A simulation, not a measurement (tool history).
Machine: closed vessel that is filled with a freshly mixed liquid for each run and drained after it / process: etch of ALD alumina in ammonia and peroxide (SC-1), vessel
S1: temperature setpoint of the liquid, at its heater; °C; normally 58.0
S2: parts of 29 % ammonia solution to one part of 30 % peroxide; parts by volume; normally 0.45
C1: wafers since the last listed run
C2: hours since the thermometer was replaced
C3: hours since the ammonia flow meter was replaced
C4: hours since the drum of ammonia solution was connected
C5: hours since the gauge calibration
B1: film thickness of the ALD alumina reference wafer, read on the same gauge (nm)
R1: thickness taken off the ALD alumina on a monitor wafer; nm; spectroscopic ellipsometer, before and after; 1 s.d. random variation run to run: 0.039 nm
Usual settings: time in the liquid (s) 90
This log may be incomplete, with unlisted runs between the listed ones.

Run 1, day 0.000: usual settings; C1 0; C2 2612.6; C3 1997.5; C4 775.5; C5 1414.0; B1 86.869. Result: R1 4.209 nm.
Run 2, day 2.158: usual settings but S1 51.0 °C, S2 0.55 parts by volume; C1 3694; C2 2664.4; C3 2049.3; C4 827.3; C5 1465.8; B1 86.513. Result: R1 3.006 nm.
Run 3, day 4.150: usual settings but time in the liquid (s) 110; C1 3409; C2 2712.2; C3 2097.1; C4 875.1; C5 1513.6; B1 86.303. Result: R1 5.087 nm.
Run 4, day 7.100: usual settings but time in the liquid (s) 110; C1 5050; C2 2783.0; C3 2167.9; C4 945.9; C5 1584.4; B1 85.872. Result: R1 5.068 nm.
Run 5, day 8.342: usual settings but S1 53.5 °C; C1 2125; C2 2812.8; C3 2197.7; C4 975.7; C5 1614.2; B1 85.721. Result: R1 3.322 nm.
Run 6, day 9.650: usual settings; C1 2239; C2 2844.2; C3 2229.1; C4 1007.1; C5 1645.6; B1 85.534. Result: R1 4.158 nm.
At day 11.958: new drum of ammonia solution connected.
Run 7, day 12.650: usual settings; C1 5064; C2 2916.2; C3 2301.1; C4 16.6; C5 1717.6; B1 85.073. Result: R1 4.124 nm.
At day 12.812: thermometer replaced.
Run 8, day 14.262: usual settings; C1 2689; C2 34.8; C3 2339.8; C4 55.3; C5 1756.3; B1 84.797. Result: R1 4.125 nm.
Run 9, day 15.617: usual settings; C1 2318; C2 67.3; C3 2372.3; C4 87.8; C5 1788.8; B1 84.583. Result: R1 4.109 nm.
Run 10, day 18.112: usual settings; C1 4272; C2 127.2; C3 2432.2; C4 147.7; C5 1848.7; B1 84.192. Result: R1 4.102 nm.
Run 11, day 19.388: usual settings but S1 63.0 °C, S2 0.35 parts by volume; C1 2182; C2 157.8; C3 2462.8; C4 178.3; C5 1879.3; B1 84.004. Result: R1 5.236 nm.
At day 21.238: ammonia flow meter replaced.
Run 12, day 21.258: usual settings but S1 65.5 °C, S2 0.40 parts by volume, time in the liquid (s) 75; C1 3131; C2 202.7; C3 0.5; C4 223.2; C5 1924.2; B1 83.655. Result: R1 4.941 nm.
Run 13, day 24.075: usual settings but S1 53.5 °C, S2 0.40 parts by volume, time in the liquid (s) 45; C1 4821; C2 270.3; C3 68.1; C4 290.8; C5 1991.8; B1 83.168. Result: R1 1.605 nm.
Run 14, day 26.129: usual settings; C1 3516; C2 319.6; C3 117.4; C4 340.1; C5 2041.1; B1 82.827. Result: R1 4.054 nm.
Run 15, day 27.575: usual settings; C1 2475; C2 354.3; C3 152.1; C4 374.8; C5 2075.8; B1 82.548. Result: R1 4.033 nm.
Run 16, day 30.554: usual settings but time in the liquid (s) 140; C1 5100; C2 425.8; C3 223.6; C4 446.3; C5 2147.3; B1 82.001. Result: R1 6.225 nm.
Run 17, day 32.121: usual settings but time in the liquid (s) 75; C1 2681; C2 463.4; C3 261.2; C4 483.9; C5 2184.9; B1 81.680. Result: R1 3.388 nm.
At day 32.479: gauge calibrated.
Run 18, day 34.267: usual settings but S1 52.5 °C, S2 0.60 parts by volume; C1 3673; C2 514.9; C3 312.7; C4 535.4; C5 42.9; B1 90.596. Result: R1 3.360 nm.
Run 19, day 35.958: usual settings but S1 66.0 °C, S2 0.35 parts by volume, time in the liquid (s) 50; C1 2895; C2 555.5; C3 353.3; C4 576.0; C5 83.5; B1 90.545. Result: R1 3.656 nm.
Run 20, day 37.621: usual settings; C1 2846; C2 595.4; C3 393.2; C4 615.9; C5 123.4; B1 90.559. Result: R1 4.383 nm.
Run 21, day 38.633: usual settings but S1 61.5 °C, S2 0.35 parts by volume, time in the liquid (s) 110; C1 1733; C2 619.7; C3 417.5; C4 640.2; C5 147.7; B1 90.557. Result: R1 6.354 nm.
Run 22, day 40.296: usual settings but S2 0.65 parts by volume, time in the liquid (s) 65; C1 2846; C2 659.6; C3 457.4; C4 680.1; C5 187.6; B1 90.520. Result: R1 3.313 nm.
Run 23, day 42.592: usual settings but S1 65.0 °C, S2 0.35 parts by volume, time in the liquid (s) 120; C1 3930; C2 714.7; C3 512.5; C4 735.2; C5 242.7; B1 90.477. Result: R1 8.270 nm.
Run 24, day 44.304: usual settings; C1 2931; C2 755.8; C3 553.6; C4 776.3; C5 283.8; B1 90.471. Result: R1 4.385 nm.
Run 25, day 46.125: usual settings but S1 65.5 °C, S2 0.55 parts by volume, time in the liquid (s) 40; C1 3117; C2 799.5; C3 597.3; C4 820.0; C5 327.5; B1 90.395. Result: R1 2.945 nm.
Run 26, day 47.662: usual settings but S1 65.5 °C, S2 0.65 parts by volume, time in the liquid (s) 140; C1 2632; C2 836.4; C3 634.2; C4 856.9; C5 364.4; B1 90.360. Result: R1 10.250 nm.
Run 27, day 49.804: usual settings; C1 3666; C2 887.8; C3 685.6; C4 908.3; C5 415.8; B1 90.291. Result: R1 4.423 nm.
Run 28, day 50.942: usual settings but S2 0.65 parts by volume, time in the liquid (s) 65; C1 1947; C2 915.1; C3 712.9; C4 935.6; C5 443.1; B1 90.250. Result: R1 3.321 nm.
Run 29, day 52.988: usual settings; C1 3502; C2 964.2; C3 762.0; C4 984.7; C5 492.2; B1 90.135. Result: R1 4.385 nm.

Results for each run, recomputed without the tool's hidden state and with each run's random variation untouched:
Hidden state at play: liquid colder than its thermometer reads (K); ammonia flow below the setpoint (%); ammonia solution weaker than its label (%); gauge reads high (%).
run      R1
  1   4.363
  2   3.125
  3   5.306
  4   5.311
  5   3.488
  6   4.376
  7   4.363
  8   4.378
  9   4.372
 10   4.385
 11   5.611
 12   5.315
 13   1.737
 14   4.406
 15   4.398
 16   6.834
 17   3.733
 18   3.338
 19   3.632
 20   4.355
 21   6.315
 22   3.293
 23   8.225
 24   4.363
 25   2.932
 26  10.211
 27   4.409
 28   3.313
 29   4.377

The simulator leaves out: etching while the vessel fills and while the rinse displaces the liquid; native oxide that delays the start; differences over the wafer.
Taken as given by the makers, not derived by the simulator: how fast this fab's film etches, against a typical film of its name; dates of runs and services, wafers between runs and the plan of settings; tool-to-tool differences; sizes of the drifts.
